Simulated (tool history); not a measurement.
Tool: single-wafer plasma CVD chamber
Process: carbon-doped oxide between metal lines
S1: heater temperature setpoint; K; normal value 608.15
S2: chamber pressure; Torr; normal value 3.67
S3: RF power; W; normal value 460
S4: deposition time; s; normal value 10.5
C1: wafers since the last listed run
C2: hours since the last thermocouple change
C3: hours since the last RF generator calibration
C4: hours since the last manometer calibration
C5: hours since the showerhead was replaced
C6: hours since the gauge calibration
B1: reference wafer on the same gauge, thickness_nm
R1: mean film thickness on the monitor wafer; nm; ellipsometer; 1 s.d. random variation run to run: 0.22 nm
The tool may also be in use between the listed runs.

{"run": 1, "hour": 0.0, "S1": 608.15, "S2": 3.67, "S3": 460, "S4": 10.5, "C1": 0, "C2": 426.3, "C3": 945.6, "C4": 1968.2, "C5": 7600.6, "C6": 597.7, "B1": 63.286, "R1": 53.701}
{"run": 2, "hour": 70.3, "S1": 608.15, "S2": 3.67, "S3": 460, "S4": 10.5, "C1": 2130, "C2": 496.6, "C3": 1015.9, "C4": 2038.5, "C5": 7670.9, "C6": 668, "B1": 63.254, "R1": 53.377}
{"run": 3, "hour": 124.9, "S1": 608.15, "S2": 3.67, "S3": 460, "S4": 10.5, "C1": 1654, "C2": 551.2, "C3": 1070.5, "C4": 2093.1, "C5": 7725.5, "C6": 722.6, "B1": 63.236, "R1": 53.349}
{"run": 4, "hour": 179.2, "S1": 608.15, "S2": 3.67, "S3": 460, "S4": 10.5, "C1": 1645, "C2": 605.5, "C3": 1124.8, "C4": 2147.4, "C5": 7779.8, "C6": 776.9, "B1": 63.271, "R1": 53.08}
{"run": 5, "hour": 216.0, "S1": 608.15, "S2": 3.01, "S3": 460, "S4": 11.2, "C1": 1115, "C2": 642.3, "C3": 1161.6, "C4": 2184.2, "C5": 7816.6, "C6": 813.7, "B1": 63.354, "R1": 56.026}
{"hour": 256.5, "done": "RF generator calibrated"}
{"run": 6, "hour": 257.0, "S1": 608.15, "S2": 3.01, "S3": 460, "S4": 11.2, "C1": 999, "C2": 683.3, "C3": 0.5, "C4": 2225.2, "C5": 7857.6, "C6": 854.7, "B1": 63.319, "R1": 55.04}
{"run": 7, "hour": 315.4, "S1": 597.15, "S2": 4.22, "S3": 460, "S4": 10.5, "C1": 1769, "C2": 741.7, "C3": 58.9, "C4": 2283.6, "C5": 7916, "C6": 913.1, "B1": 63.319, "R1": 55.613}
{"run": 8, "hour": 385.2, "S1": 608.15, "S2": 3.67, "S3": 460, "S4": 10.5, "C1": 2114, "C2": 811.5, "C3": 128.7, "C4": 2353.4, "C5": 7985.8, "C6": 982.9, "B1": 63.392, "R1": 52.221}
{"run": 9, "hour": 455.0, "S1": 608.15, "S2": 3.31, "S3": 460, "S4": 10.5, "C1": 2114, "C2": 881.3, "C3": 198.5, "C4": 2423.2, "C5": 8055.6, "C6": 1052.7, "B1": 63.337, "R1": 51.673}
{"run": 10, "hour": 518.1, "S1": 594.15, "S2": 3.67, "S3": 415, "S4": 10.5, "C1": 1911, "C2": 944.4, "C3": 261.6, "C4": 2486.3, "C5": 8118.7, "C6": 1115.8, "B1": 63.195, "R1": 51.978}
{"run": 11, "hour": 554.2, "S1": 600.15, "S2": 3.21, "S3": 500, "S4": 11.8, "C1": 1093, "C2": 980.5, "C3": 297.7, "C4": 2522.4, "C5": 8154.8, "C6": 1151.9, "B1": 63.305, "R1": 61.732}
{"hour": 578.3, "done": "thermocouple changed; heater temperature recalibrated"}
{"run": 12, "hour": 605.3, "S1": 608.15, "S2": 4.37, "S3": 460, "S4": 10.5, "C1": 1305, "C2": 27, "C3": 348.8, "C4": 2573.5, "C5": 8205.9, "C6": 1203, "B1": 63.311, "R1": 52.705}
{"hour": 615.6, "done": "RF generator calibrated, repeated, since the last time left the tool worse"}
{"hour": 627.9, "done": "gauge calibrated"}
{"hour": 634.1, "done": "capacitance manometer re-zeroed and calibrated"}
{"run": 13, "hour": 673.8, "S1": 608.15, "S2": 3.67, "S3": 460, "S4": 10.5, "C1": 1590, "C2": 95.5, "C3": 58.2, "C4": 39.7, "C5": 8274.4, "C6": 45.9, "B1": 63.235, "R1": 54.264}
{"run": 14, "hour": 710.2, "S1": 608.15, "S2": 3.67, "S3": 460, "S4": 10.5, "C1": 1102, "C2": 131.9, "C3": 94.6, "C4": 76.1, "C5": 8310.8, "C6": 82.3, "B1": 63.301, "R1": 54.393}
{"hour": 737.4, "done": "showerhead replaced"}
{"run": 15, "hour": 780.0, "S1": 608.15, "S2": 3.67, "S3": 545, "S4": 8.6, "C1": 1872, "C2": 201.7, "C3": 164.4, "C4": 145.9, "C5": 42.6, "C6": 152.1, "B1": 63.283, "R1": 48.091}
{"run": 16, "hour": 824.1, "S1": 608.15, "S2": 3.67, "S3": 460, "S4": 10.5, "C1": 1336, "C2": 245.8, "C3": 208.5, "C4": 190, "C5": 86.7, "C6": 196.2, "B1": 63.343, "R1": 54.127}
{"run": 17, "hour": 869.6, "S1": 608.15, "S2": 3.67, "S3": 430, "S4": 8.8, "C1": 1378, "C2": 291.3, "C3": 254, "C4": 235.5, "C5": 132.2, "C6": 241.7, "B1": 63.279, "R1": 43.754}
{"run": 18, "hour": 916.9, "S1": 594.15, "S2": 3.67, "S3": 460, "S4": 11.7, "C1": 1433, "C2": 338.6, "C3": 301.3, "C4": 282.8, "C5": 179.5, "C6": 289, "B1": 63.307, "R1": 63.255}
{"run": 19, "hour": 988.3, "S1": 608.15, "S2": 3.67, "S3": 460, "S4": 10.5, "C1": 2163, "C2": 410, "C3": 372.7, "C4": 354.2, "C5": 250.9, "C6": 360.4, "B1": 63.212, "R1": 53.789}
{"run": 20, "hour": 1020.4, "S1": 608.15, "S2": 3.67, "S3": 460, "S4": 10.5, "C1": 972, "C2": 442.1, "C3": 404.8, "C4": 386.3, "C5": 283, "C6": 392.5, "B1": 63.223, "R1": 53.781}
{"run": 21, "hour": 1137.3, "S1": 608.15, "S2": 3.67, "S3": 460, "S4": 11.1, "C1": 3542, "C2": 559, "C3": 521.7, "C4": 503.2, "C5": 399.9, "C6": 509.4, "B1": 63.257, "R1": 56.813}
{"run": 22, "hour": 1191.6, "S1": 608.15, "S2": 3.67, "S3": 460, "S4": 10.5, "C1": 1645, "C2": 613.3, "C3": 576, "C4": 557.5, "C5": 454.2, "C6": 563.7, "B1": 63.261, "R1": 53.864}
{"run": 23, "hour": 1256.1, "S1": 614.15, "S2": 3.67, "S3": 525, "S4": 10.5, "C1": 1954, "C2": 677.8, "C3": 640.5, "C4": 622, "C5": 518.7, "C6": 628.2, "B1": 63.249, "R1": 56.15}
{"run": 24, "hour": 1311.7, "S1": 621.15, "S2": 3.67, "S3": 460, "S4": 12, "C1": 1684, "C2": 733.4, "C3": 696.1, "C4": 677.6, "C5": 574.3, "C6": 683.8, "B1": 63.308, "R1": 58.096}
{"run": 25, "hour": 1371.1, "S1": 608.15, "S2": 3.67, "S3": 460, "S4": 10.5, "C1": 1799, "C2": 792.8, "C3": 755.5, "C4": 737, "C5": 633.7, "C6": 743.2, "B1": 63.254, "R1": 53.308}
{"run": 26, "hour": 1430.3, "S1": 608.15, "S2": 2.82, "S3": 460, "S4": 10.5, "C1": 1793, "C2": 852, "C3": 814.7, "C4": 796.2, "C5": 692.9, "C6": 802.4, "B1": 63.292, "R1": 52.382}
{"hour": 1464.5, "done": "thermocouple changed; heater temperature recalibrated"}
{"run": 27, "hour": 1472.2, "S1": 613.15, "S2": 3.67, "S3": 425, "S4": 10.5, "C1": 1027, "C2": 7.7, "C3": 856.6, "C4": 838.1, "C5": 734.8, "C6": 844.3, "B1": 63.287, "R1": 50.484}
{"run": 28, "hour": 1513.1, "S1": 608.15, "S2": 3.12, "S3": 460, "S4": 10.5, "C1": 1239, "C2": 48.6, "C3": 897.5, "C4": 879, "C5": 775.7, "C6": 885.2, "B1": 63.322, "R1": 52.499}

Each row is a separate what-if for the run after 28, all from the same tool condition, not one after another. Results?
{"run": "A", "hour": 1513.5, "S1": 608.15, "S2": 3.67, "S3": 460, "S4": 10.5, "C1": 12, "C2": 49, "C3": 897.9, "C4": 879.4, "C5": 776.1, "C6": 885.6, "B1": "?", "R1": "?"}
{"run": "B", "hour": 1513.5, "S1": 594.15, "S2": 3.67, "S3": 460, "S4": 10.5, "C1": 12, "C2": 49, "C3": 897.9, "C4": 879.4, "C5": 776.1, "C6": 885.6, "B1": "?", "R1": "?"}
{"run": "C", "hour": 1513.5, "S1": 622.15, "S2": 4.45, "S3": 520, "S4": 12.4, "C1": 12, "C2": 49, "C3": 897.9, "C4": 879.4, "C5": 776.1, "C6": 885.6, "B1": "?", "R1": "?"}
{"run": "D", "hour": 1513.5, "S1": 620.15, "S2": 2.8, "S3": 460, "S4": 10.5, "C1": 12, "C2": 49, "C3": 897.9, "C4": 879.4, "C5": 776.1, "C6": 885.6, "B1": "?", "R1": "?"}

run=A B1=63.303 R1=53.441
run=B B1=63.303 R1=56.592
run=C B1=63.303 R1=64.674
run=D B1=63.303 R1=50.265
With no hidden state in the tool, these same runs would have given:
run=A R1=54.543
run=B R1=57.758
run=C R1=65.889
run=D R1=51.301

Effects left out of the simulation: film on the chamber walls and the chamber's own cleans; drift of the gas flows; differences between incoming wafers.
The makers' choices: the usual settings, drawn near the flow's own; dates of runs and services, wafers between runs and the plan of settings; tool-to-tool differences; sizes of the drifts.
